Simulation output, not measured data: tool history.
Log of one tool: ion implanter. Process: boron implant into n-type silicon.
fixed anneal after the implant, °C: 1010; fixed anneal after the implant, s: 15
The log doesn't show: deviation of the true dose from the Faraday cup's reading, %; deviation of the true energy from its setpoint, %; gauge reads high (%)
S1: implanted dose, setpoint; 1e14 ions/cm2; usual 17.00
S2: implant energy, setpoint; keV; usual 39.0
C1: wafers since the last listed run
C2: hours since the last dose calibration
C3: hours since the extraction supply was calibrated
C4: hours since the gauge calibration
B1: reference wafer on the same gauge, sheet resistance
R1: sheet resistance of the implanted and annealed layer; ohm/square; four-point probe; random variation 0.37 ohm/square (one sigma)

run	day	S1	S2	C1	C2	C3	C4	B1	R1
1	0.000	17.00	39.0	0	462.9	3693.3	85.2	62.56	73.01
2	3.729	17.00	39.0	2163	552.4	3782.8	174.7	62.69	73.07
3	5.288	17.00	43.0	904	589.8	3820.2	212.1	62.87	72.70
4	8.554	17.00	39.0	1895	668.2	3898.6	290.5	62.80	72.89
5	11.075	17.00	39.0	1462	728.7	3959.1	351.0	62.78	73.00
6	13.988	17.00	39.0	1690	798.6	4029.0	420.9	62.88	72.99
7	15.871	19.89	34.0	1092	843.8	4074.2	466.1	62.60	66.14
8	19.983	19.89	34.0	2386	942.5	4172.9	564.8	62.74	66.20
9	22.917	19.89	34.0	1702	1012.9	4243.3	635.2	62.61	66.41
10	26.238	14.98	39.0	1926	1092.6	4323.0	714.9	62.57	80.02
11	28.917	14.98	39.0	1554	1156.9	4387.3	779.2	62.71	81.23
12	31.029	17.00	39.0	1225	1207.6	4438.0	829.9	62.73	72.88
13	34.454	17.00	39.0	1987	1289.8	4520.2	912.1	62.71	73.30
14	37.154	17.00	39.0	1566	1354.6	4585.0	976.9	62.51	72.42
15	41.088	17.00	39.0	2282	1449.0	4679.4	1071.3	62.67	72.75
# day 45.512: extraction supply calibrated
16	45.533	17.00	39.0	2386	1555.7	0.5	1178.0	62.76	73.00
17	52.229	17.00	39.0	3885	1716.4	161.2	1338.7	62.78	73.19
18	53.750	17.00	39.0	882	1752.9	197.7	1375.2	62.80	73.19
19	56.129	19.43	39.0	1380	1810.0	254.8	1432.3	62.53	65.65
20	60.300	21.93	45.5	2420	1910.1	354.9	1532.4	62.84	59.12
21	63.192	17.00	39.0	1677	1979.5	424.3	1601.8	62.78	72.46
22	65.425	14.92	31.5	1295	2033.1	477.9	1655.4	62.79	82.15
# day 68.912: Faraday cup replaced and dose calibrated
23	69.067	17.00	39.0	1919	3.7	565.3	1742.8	62.64	73.73
24	71.308	17.00	39.0	1300	57.5	619.1	1796.6	62.65	73.20
25	73.925	14.06	44.0	1518	120.3	681.9	1859.4	62.72	84.27
# day 76.958: gauge calibrated
26	85.738	12.65	42.5	6854	403.8	965.4	210.7	62.68	91.56
27	88.675	19.25	47.0	1704	474.3	1035.9	281.2	62.61	65.39
28	90.242	17.00	39.0	909	511.9	1073.5	318.8	62.60	73.08
29	101.300	12.52	29.0	6416	777.3	1338.9	584.2	62.72	94.41
30	102.875	19.20	32.0	913	815.1	1376.7	622.0	62.77	68.17
31	106.558	20.46	35.0	2137	903.5	1465.1	710.4	62.80	65.07
32	110.454	14.05	44.0	2260	997.0	1558.6	803.9	62.74	84.01
33	114.425	13.88	39.0	2304	1092.3	1653.9	899.2	62.60	85.58
34	117.492	12.23	52.5	1779	1165.9	1727.5	972.8	62.67	94.19
35	121.442	21.49	26.5	2292	1260.7	1822.3	1067.6	62.78	66.12
36	123.517	18.87	33.5	1204	1310.5	1872.1	1117.4	62.73	68.69
37	126.038	14.77	50.0	1462	1371.0	1932.6	1177.9	62.74	80.29
38	127.675	17.00	39.0	950	1410.3	1971.9	1217.2	62.65	72.95

Forecast each of these 3 alternatives for the next run:
A	127.692	17.00	39.0	9	1410.7	1972.3	1217.6	?	?
B	127.692	17.00	45.0	9	1410.7	1972.3	1217.6	?	?
C	127.692	21.71	32.5	9	1410.7	1972.3	1217.6	?	?

run	B1	R1
A	62.78	72.62
B	62.78	71.79
C	62.78	62.38
Without the tool's hidden state the same runs would have given:
run	R1
A	72.62
B	71.79
C	62.38
